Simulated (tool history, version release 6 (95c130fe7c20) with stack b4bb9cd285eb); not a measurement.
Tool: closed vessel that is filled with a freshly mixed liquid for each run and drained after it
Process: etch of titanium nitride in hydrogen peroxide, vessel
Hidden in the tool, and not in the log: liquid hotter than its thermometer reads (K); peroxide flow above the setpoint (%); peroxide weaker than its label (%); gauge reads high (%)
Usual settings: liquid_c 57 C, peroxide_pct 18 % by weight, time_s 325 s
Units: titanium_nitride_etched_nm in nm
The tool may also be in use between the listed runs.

run,hour,liquid_c,peroxide_pct,time_s,wafers since the last listed run,hours since the thermometer was replaced,hours since the peroxide flow meter was replaced,hours since the drum of peroxide was connected,hours since the gauge calibration,"read-back film thickness of the titanium nitride reference wafer, read on the same gauge (nm)",titanium_nitride_etched_nm
1,0,57,18,325,0,122.7,1266.1,517.5,1837.6,49.98,21.92
# hour 52.8: new drum of peroxide connected
2,135,57,18,325,9404,257.7,1401.1,82.2,1972.6,49.96,22.1
3,190,57,18,325,3860,312.7,1456.1,137.2,2027.6,50.01,22.24
4,241.9,57,18,325,3642,364.6,1508,189.1,2079.5,49.99,22.48
5,269.2,57,18,325,1915,391.9,1535.3,216.4,2106.8,49.96,22.33
6,328.2,57,18,325,4140,450.9,1594.3,275.4,2165.8,49.99,22.51
7,355.4,49,18,325,1908,478.1,1621.5,302.6,2193,49.96,12.74
8,410.4,57,18,325,3860,533.1,1676.5,357.6,2248,50.03,22.89
9,451.9,57,22.5,325,2912,574.6,1718,399.1,2289.5,50.03,23.91
10,507.8,57,18,325,3923,630.5,1773.9,455,2345.4,50.03,22.76
11,579.2,57,12.5,325,5010,701.9,1845.3,526.4,2416.8,49.94,21
# hour 599: new drum of peroxide connected
12,616.6,57,13,325,2554,739.3,1882.7,17.6,2454.2,50,21.37
13,671.5,57,18,325,3852,794.2,1937.6,72.5,2509.1,50.03,23.02
14,723.6,57,18,325,3656,846.3,1989.7,124.6,2561.2,49.98,22.85
15,764.4,57,22,160,2863,887.1,2030.5,165.4,2602,49.95,11.9
16,806.9,57,18,325,2982,929.6,2073,207.9,2644.5,49.98,22.87
# hour 826.9: peroxide flow meter replaced
17,860.4,61.5,18,325,3684,983.1,33.5,261.4,2698,50.02,31.01
18,920.5,57,18,325,4217,1043.2,93.6,321.5,2758.1,50.03,22.76
19,957.5,57,18,325,2596,1080.2,130.6,358.5,2795.1,50,22.96
# hour 965.9: gauge calibrated
20,999,57,18,325,2912,1121.7,172.1,400,33.1,49.96,23.15
21,1037.2,57,14.5,260,2680,1159.9,210.3,438.2,71.3,49.99,17.93
22,1062.3,57,18,325,1761,1185,235.4,463.3,96.4,50.01,23.46
23,1094.6,57,18,165,2266,1217.3,267.7,495.6,128.7,50.04,11.68
# hour 1099.7: new drum of peroxide connected
24,1120.5,60,21,325,1747,1243.2,293.6,20.8,154.6,49.99,29.91
25,1323.6,51.5,16,175,14253,1446.3,496.7,223.9,357.7,50.01,8.3
26,1376.3,47,20,325,3698,1499,549.4,276.6,410.4,49.97,11.88
27,1447.9,63,18,175,5025,1570.6,621,348.2,482,49.99,18.81
28,1486.7,50.5,15.5,165,2723,1609.4,659.8,387,520.8,50,7.24
29,1527.3,54,15,230,2849,1650,700.4,427.6,561.4,49.95,12.86

Forecast each of these 4 alternatives for the next run:
A,1528,57,18,325,49,1650.7,701.1,428.3,562.1,?,?
B,1528,62,18,450,49,1650.7,701.1,428.3,562.1,?,?
C,1528,50.5,16.5,325,49,1650.7,701.1,428.3,562.1,?,?
D,1528,57,12.5,200,49,1650.7,701.1,428.3,562.1,?,?

run,"read-back film thickness of the titanium nitride reference wafer, read on the same gauge (nm)",titanium_nitride_etched_nm
A,50.01,23.93
B,50.01,46.49
C,50.01,14.89
D,50.01,13.64
Without the tool's hidden state the same runs would have given:
run,titanium_nitride_etched_nm
A,22.26
B,43.33
C,13.81
D,12.68
